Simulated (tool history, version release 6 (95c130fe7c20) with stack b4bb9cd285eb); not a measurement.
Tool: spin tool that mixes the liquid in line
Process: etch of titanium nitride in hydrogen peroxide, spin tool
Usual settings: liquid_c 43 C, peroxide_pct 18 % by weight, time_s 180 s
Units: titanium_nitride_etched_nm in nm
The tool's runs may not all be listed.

run,hour,liquid_c,peroxide_pct,time_s,"read-back film thickness of the titanium nitride reference wafer, read on the same gauge (nm)",titanium_nitride_etched_nm
1,0,43,18,180,89.991,3.866
2,8.1,43,18,180,89.994,3.901
3,16.7,43,18,180,90.009,3.881
4,22.9,43,18,180,89.992,3.816
5,33.2,43,18,180,90.005,3.872
6,45.1,43,18,180,90.022,3.88
7,59.3,43,18,180,89.984,3.867
8,65.9,43,18,180,90.008,3.849
9,81.4,43,18,180,89.991,3.885
10,93.7,43,18,225,89.992,4.815
11,104.3,43,18,225,89.997,4.836
12,109.1,43,18,180,90.004,3.866
13,118.1,35,23,95,90.009,1.175
14,126.5,35,13.5,275,90.012,2.998
15,133.2,38.5,18,180,90.009,2.739
16,145.7,51,14.5,225,90.005,8.3
17,163.2,43,18,230,89.997,4.946
18,171.3,34,20.5,120,90.008,1.326
19,178.4,43,18,180,89.998,3.847
20,196.1,43,18,180,90.008,3.882
21,211.9,43,20.5,180,90.012,3.985
22,227,47,18,265,90,7.683
23,244.3,34.5,14,180,90.018,1.888
24,261.1,43,18,180,89.988,3.875
25,270.2,43,18,180,90.003,3.856
26,280.7,35,20,85,89.984,1.006

Not shown: 5 entries that the log had between the listed runs. Between which runs, and how does the tool's hidden state differ before and after?
Between runs 10 and 11: thermometer replaced (hour 95.9); heated supply line repaired (hour 103.8)
  no hidden state differs between the two runs
Between runs 13 and 14: new drum of peroxide connected (hour 124.4); peroxide flow meter replaced (hour 125)
  no hidden state differs between the two runs
Between runs 15 and 16: gauge calibrated (hour 140.1)
  no hidden state differs between the two runs
